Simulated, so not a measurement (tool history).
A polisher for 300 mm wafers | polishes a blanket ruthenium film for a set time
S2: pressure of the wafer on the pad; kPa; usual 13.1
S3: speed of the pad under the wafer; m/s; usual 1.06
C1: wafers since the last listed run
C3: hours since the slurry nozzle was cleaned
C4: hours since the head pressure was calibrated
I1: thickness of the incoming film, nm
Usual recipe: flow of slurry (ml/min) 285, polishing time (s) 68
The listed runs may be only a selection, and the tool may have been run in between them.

{"run": 1, "hour": 0.0, "flow of slurry (ml/min)": 285, "S2": 13.1, "S3": 1.06, "polishing time (s)": 68, "C1": 0, "wafers polished on this pad": 1451, "C3": 349, "C4": 391.7, "I1": 539.6, "film removed (Å)": 848}
{"hour": 6.4, "done": "worn pad replaced by a new one"}
{"run": 2, "hour": 95.9, "flow of slurry (ml/min)": 285, "S2": 13.1, "S3": 1.06, "polishing time (s)": 68, "C1": 542, "wafers polished on this pad": 528, "C3": 444.9, "C4": 487.6, "I1": 535.6, "film removed (Å)": 861}
{"hour": 98.6, "done": "head pressure recalibrated"}
{"run": 3, "hour": 153.6, "flow of slurry (ml/min)": 285, "S2": 13.1, "S3": 1.06, "polishing time (s)": 68, "C1": 328, "wafers polished on this pad": 857, "C3": 502.6, "C4": 55, "I1": 531.1, "film removed (Å)": 799}
{"hour": 200.3, "done": "slurry nozzle cleaned"}
{"run": 4, "hour": 218.7, "flow of slurry (ml/min)": 285, "S2": 13.1, "S3": 1.06, "polishing time (s)": 68, "C1": 378, "wafers polished on this pad": 1235, "C3": 18.4, "C4": 120.1, "I1": 530.8, "film removed (Å)": 824}
{"hour": 315.5, "done": "worn pad replaced by a new one"}
{"run": 5, "hour": 360.3, "flow of slurry (ml/min)": 285, "S2": 13.1, "S3": 1.06, "polishing time (s)": 68, "C1": 812, "wafers polished on this pad": 264, "C3": 160, "C4": 261.7, "I1": 525.4, "film removed (Å)": 841}
{"run": 6, "hour": 405.2, "flow of slurry (ml/min)": 350, "S2": 13.1, "S3": 1.06, "polishing time (s)": 68, "C1": 265, "wafers polished on this pad": 529, "C3": 204.9, "C4": 306.6, "I1": 530.5, "film removed (Å)": 859}
{"run": 7, "hour": 443.1, "flow of slurry (ml/min)": 350, "S2": 13.1, "S3": 1.06, "polishing time (s)": 68, "C1": 223, "wafers polished on this pad": 752, "C3": 242.8, "C4": 344.5, "I1": 539.8, "film removed (Å)": 860}
{"run": 8, "hour": 494.1, "flow of slurry (ml/min)": 350, "S2": 13.1, "S3": 1.06, "polishing time (s)": 68, "C1": 301, "wafers polished on this pad": 1053, "C3": 293.8, "C4": 395.5, "I1": 527.6, "film removed (Å)": 851}
{"run": 9, "hour": 546.7, "flow of slurry (ml/min)": 285, "S2": 11.7, "S3": 0.82, "polishing time (s)": 68, "C1": 310, "wafers polished on this pad": 1364, "C3": 346.4, "C4": 448.1, "I1": 524.7, "film removed (Å)": 601}
{"hour": 560.1, "done": "worn pad replaced by a new one"}
{"hour": 592.4, "done": "head pressure recalibrated"}
{"run": 10, "hour": 613.4, "flow of slurry (ml/min)": 285, "S2": 11.7, "S3": 0.82, "polishing time (s)": 68, "C1": 358, "wafers polished on this pad": 302, "C3": 413.1, "C4": 21, "I1": 528.3, "film removed (Å)": 563}
{"run": 11, "hour": 675.7, "flow of slurry (ml/min)": 285, "S2": 13.1, "S3": 1.06, "polishing time (s)": 68, "C1": 367, "wafers polished on this pad": 670, "C3": 475.4, "C4": 83.3, "I1": 532.4, "film removed (Å)": 819}
{"run": 12, "hour": 726.5, "flow of slurry (ml/min)": 285, "S2": 13.1, "S3": 1.06, "polishing time (s)": 68, "C1": 299, "wafers polished on this pad": 970, "C3": 526.2, "C4": 134.1, "I1": 529.7, "film removed (Å)": 832}
{"run": 13, "hour": 760.3, "flow of slurry (ml/min)": 285, "S2": 11.7, "S3": 0.94, "polishing time (s)": 68, "C1": 199, "wafers polished on this pad": 1170, "C3": 560, "C4": 167.9, "I1": 527.3, "film removed (Å)": 662}
{"run": 14, "hour": 811.4, "flow of slurry (ml/min)": 340, "S2": 13.1, "S3": 1.06, "polishing time (s)": 86, "C1": 301, "wafers polished on this pad": 1471, "C3": 611.1, "C4": 219, "I1": 530.2, "film removed (Å)": 1080}
{"hour": 855.2, "done": "worn pad replaced by a new one"}
{"run": 15, "hour": 879.8, "flow of slurry (ml/min)": 285, "S2": 11, "S3": 1.26, "polishing time (s)": 52, "C1": 380, "wafers polished on this pad": 145, "C3": 679.5, "C4": 287.4, "I1": 531.4, "film removed (Å)": 659}
{"run": 16, "hour": 906.1, "flow of slurry (ml/min)": 215, "S2": 13.1, "S3": 1.38, "polishing time (s)": 48, "C1": 155, "wafers polished on this pad": 300, "C3": 705.8, "C4": 313.7, "I1": 528.7, "film removed (Å)": 758}
{"hour": 919.8, "done": "slurry nozzle cleaned"}
{"run": 17, "hour": 951.2, "flow of slurry (ml/min)": 355, "S2": 13.1, "S3": 0.86, "polishing time (s)": 92, "C1": 260, "wafers polished on this pad": 560, "C3": 31.4, "C4": 358.8, "I1": 532.3, "film removed (Å)": 960}
{"run": 18, "hour": 1006.2, "flow of slurry (ml/min)": 285, "S2": 13.1, "S3": 0.9, "polishing time (s)": 68, "C1": 324, "wafers polished on this pad": 885, "C3": 86.4, "C4": 413.8, "I1": 536.8, "film removed (Å)": 723}
{"run": 19, "hour": 1037.7, "flow of slurry (ml/min)": 350, "S2": 13.1, "S3": 1.06, "polishing time (s)": 68, "C1": 185, "wafers polished on this pad": 1071, "C3": 117.9, "C4": 445.3, "I1": 518.1, "film removed (Å)": 865}
{"hour": 1047.0, "done": "head pressure recalibrated"}
{"run": 20, "hour": 1067.6, "flow of slurry (ml/min)": 285, "S2": 13.1, "S3": 1.06, "polishing time (s)": 68, "C1": 164, "wafers polished on this pad": 1236, "C3": 147.8, "C4": 20.6, "I1": 529.8, "film removed (Å)": 799}
{"run": 21, "hour": 1117.9, "flow of slurry (ml/min)": 315, "S2": 13.1, "S3": 1.06, "polishing time (s)": 49, "C1": 296, "wafers polished on this pad": 1533, "C3": 198.1, "C4": 70.9, "I1": 533.5, "film removed (Å)": 598}
{"hour": 1151.1, "done": "worn pad replaced by a new one"}
{"run": 22, "hour": 1151.6, "flow of slurry (ml/min)": 285, "S2": 9.7, "S3": 1.36, "polishing time (s)": 56, "C1": 175, "wafers polished on this pad": 3, "C3": 231.8, "C4": 104.6, "I1": 528.4, "film removed (Å)": 674}
{"run": 23, "hour": 1186.5, "flow of slurry (ml/min)": 215, "S2": 13.1, "S3": 1.06, "polishing time (s)": 68, "C1": 206, "wafers polished on this pad": 209, "C3": 266.7, "C4": 139.5, "I1": 527.2, "film removed (Å)": 806}
{"run": 24, "hour": 1348.9, "flow of slurry (ml/min)": 315, "S2": 13.1, "S3": 0.82, "polishing time (s)": 68, "C1": 958, "wafers polished on this pad": 1167, "C3": 429.1, "C4": 301.9, "I1": 536.1, "film removed (Å)": 667}

Consider 4 possible next runs. They are alternatives, not a sequence: every one starts from the tool as it was left by run 24. What does each give?
{"run": "A", "hour": 1349.3, "flow of slurry (ml/min)": 285, "S2": 16.5, "S3": 1.06, "polishing time (s)": 68, "C1": 2, "wafers polished on this pad": 1170, "C3": 429.5, "C4": 302.3, "I1": 526.2, "film removed (Å)": "?"}
{"run": "B", "hour": 1349.3, "flow of slurry (ml/min)": 330, "S2": 13.1, "S3": 1.36, "polishing time (s)": 68, "C1": 2, "wafers polished on this pad": 1170, "C3": 429.5, "C4": 302.3, "I1": 526.2, "film removed (Å)": "?"}
{"run": "C", "hour": 1349.3, "flow of slurry (ml/min)": 285, "S2": 13.1, "S3": 1.06, "polishing time (s)": 89, "C1": 2, "wafers polished on this pad": 1170, "C3": 429.5, "C4": 302.3, "I1": 526.2, "film removed (Å)": "?"}
{"run": "D", "hour": 1349.3, "flow of slurry (ml/min)": 345, "S2": 17.2, "S3": 1.44, "polishing time (s)": 79, "C1": 2, "wafers polished on this pad": 1170, "C3": 429.5, "C4": 302.3, "I1": 526.2, "film removed (Å)": "?"}

run=A film_removed_(Å)=1068
run=B film_removed_(Å)=1121
run=C film_removed_(Å)=1129
run=D film_removed_(Å)=1778
With no hidden state in the tool, these same runs would have given:
run=A film_removed_(Å)=989
run=B film_removed_(Å)=1039
run=C film_removed_(Å)=1046
run=D film_removed_(Å)=1648
